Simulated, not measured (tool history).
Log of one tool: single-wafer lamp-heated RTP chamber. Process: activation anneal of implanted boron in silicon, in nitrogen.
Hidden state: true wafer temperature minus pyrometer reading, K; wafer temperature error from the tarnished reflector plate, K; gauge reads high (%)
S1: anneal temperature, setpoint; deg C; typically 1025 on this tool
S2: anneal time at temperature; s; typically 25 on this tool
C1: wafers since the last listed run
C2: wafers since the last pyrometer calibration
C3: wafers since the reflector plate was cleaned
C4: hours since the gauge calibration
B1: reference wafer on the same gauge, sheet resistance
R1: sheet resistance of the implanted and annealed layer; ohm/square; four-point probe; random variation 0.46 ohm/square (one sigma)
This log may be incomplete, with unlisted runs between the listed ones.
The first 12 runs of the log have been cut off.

At hour 523.9: gauge calibrated.
Run 13, hour 539.7: usual settings; C1 300; C2 323; C3 4253; C4 15.8; B1 365.89. Result: R1 307.85 ohm/square.
Run 14, hour 638.7: usual settings but S2 32 s; C1 1212; C2 1535; C3 5465; C4 114.8; B1 365.77. Result: R1 307.80 ohm/square.
At hour 687.3: reflector plate cleaned.
Run 15, hour 701.7: usual settings but S1 997 deg C, S2 21 s; C1 673; C2 2209; C3 176; C4 177.8; B1 365.57. Result: R1 315.22 ohm/square.
Run 16, hour 772.2: usual settings; C1 863; C2 3072; C3 1039; C4 248.3; B1 365.32. Result: R1 308.23 ohm/square.
Run 17, hour 829.4: usual settings but S1 1004 deg C, S2 34 s; C1 700; C2 3773; C3 1740; C4 305.5; B1 365.43. Result: R1 310.23 ohm/square.
Run 18, hour 871.7: usual settings but S1 1051 deg C, S2 11 s; C1 518; C2 4291; C3 2258; C4 347.8; B1 365.24. Result: R1 306.96 ohm/square.
Run 19, hour 896.7: usual settings but S1 1038 deg C; C1 306; C2 4597; C3 2564; C4 372.8; B1 365.43. Result: R1 305.48 ohm/square.
Run 20, hour 936.5: usual settings but S1 1042 deg C, S2 11 s; C1 487; C2 5084; C3 3051; C4 412.6; B1 365.05. Result: R1 308.28 ohm/square.
At hour 977.4: pyrometer window cleaned and pyrometer calibrated.
Run 21, hour 989.5: usual settings; C1 551; C2 148; C3 3602; C4 465.6; B1 365.03. Result: R1 307.12 ohm/square.
Run 22, hour 1056.4: usual settings; C1 819; C2 967; C3 4422; C4 532.5; B1 365.08. Result: R1 307.56 ohm/square.
Run 23, hour 1100.8: usual settings but S2 35 s; C1 543; C2 1511; C3 4966; C4 576.9; B1 364.99. Result: R1 306.60 ohm/square.
Run 24, hour 1146.8: usual settings; C1 563; C2 2074; C3 5529; C4 622.9; B1 364.78. Result: R1 307.62 ohm/square.
At hour 1174.2: reflector plate cleaned.
Run 25, hour 1205.4: usual settings but S2 17 s; C1 619; C2 2694; C3 382; C4 681.5; B1 364.78. Result: R1 308.61 ohm/square.
Run 26, hour 1252.5: usual settings but S1 1048 deg C, S2 13 s; C1 576; C2 3271; C3 958; C4 728.6; B1 364.55. Result: R1 306.73 ohm/square.
Run 27, hour 1280.7: usual settings but S1 1047 deg C, S2 12 s; C1 345; C2 3616; C3 1304; C4 756.8; B1 364.75. Result: R1 307.68 ohm/square.
Run 28, hour 1333.8: usual settings but S1 1015 deg C, S2 35 s; C1 650; C2 4266; C3 1954; C4 809.9; B1 364.71. Result: R1 307.57 ohm/square.
Run 29, hour 1383.0: usual settings; C1 602; C2 4869; C3 2557; C4 859.1; B1 364.62. Result: R1 307.17 ohm/square.
At hour 1424.4: pyrometer window cleaned and pyrometer calibrated.
Run 30, hour 1449.5: usual settings but S2 34 s; C1 716; C2 307; C3 3273; C4 925.6; B1 364.60. Result: R1 306.72 ohm/square.
Run 31, hour 1480.4: usual settings but S1 1004 deg C, S2 34 s; C1 378; C2 686; C3 3651; C4 956.5; B1 364.27. Result: R1 309.99 ohm/square.
Run 32, hour 1545.0: usual settings but S1 1050 deg C, S2 16 s; C1 791; C2 1477; C3 4443; C4 1021.1; B1 364.26. Result: R1 306.45 ohm/square.
Run 33, hour 1576.2: usual settings but S1 1039 deg C, S2 39 s; C1 382; C2 1859; C3 4825; C4 1052.3; B1 364.27. Result: R1 304.87 ohm/square.
Run 34, hour 1601.2: usual settings but S1 1052 deg C, S2 38 s; C1 306; C2 2165; C3 5131; C4 1077.3; B1 364.17. Result: R1 303.95 ohm/square.
Run 35, hour 1653.8: usual settings but S1 1041 deg C; C1 644; C2 2809; C3 5775; C4 1129.9; B1 364.33. Result: R1 304.81 ohm/square.

Consider 5 possible next runs. They are alternatives, not a sequence: every one starts from the tool as it was left by run 35. What does each give?
Run A, hour 1654.2: usual settings but S2 18 s; C1 4; C2 2814; C3 5780; C4 1130.3; B1 ?. Result: R1 ?.
Run B, hour 1654.2: usual settings but S1 1012 deg C, S2 30 s; C1 4; C2 2814; C3 5780; C4 1130.3; B1 ?. Result: R1 ?.
Run C, hour 1654.2: usual settings but S2 14 s; C1 4; C2 2814; C3 5780; C4 1130.3; B1 ?. Result: R1 ?.
Run D, hour 1654.2: usual settings but S1 1014 deg C; C1 4; C2 2814; C3 5780; C4 1130.3; B1 ?. Result: R1 ?.
Run E, hour 1654.2: usual settings but S1 1034 deg C, S2 33 s; C1 4; C2 2814; C3 5780; C4 1130.3; B1 ?. Result: R1 ?.

run      B1      R1
  A  364.26  307.66
  B  364.26  308.37
  C  364.26  308.18
  D  364.26  308.50
  E  364.26  305.47
Without the tool's unlogged condition, the same runs would have read:
run      R1
  A  308.38
  B  309.08
  C  308.90
  D  309.21
  E  306.18

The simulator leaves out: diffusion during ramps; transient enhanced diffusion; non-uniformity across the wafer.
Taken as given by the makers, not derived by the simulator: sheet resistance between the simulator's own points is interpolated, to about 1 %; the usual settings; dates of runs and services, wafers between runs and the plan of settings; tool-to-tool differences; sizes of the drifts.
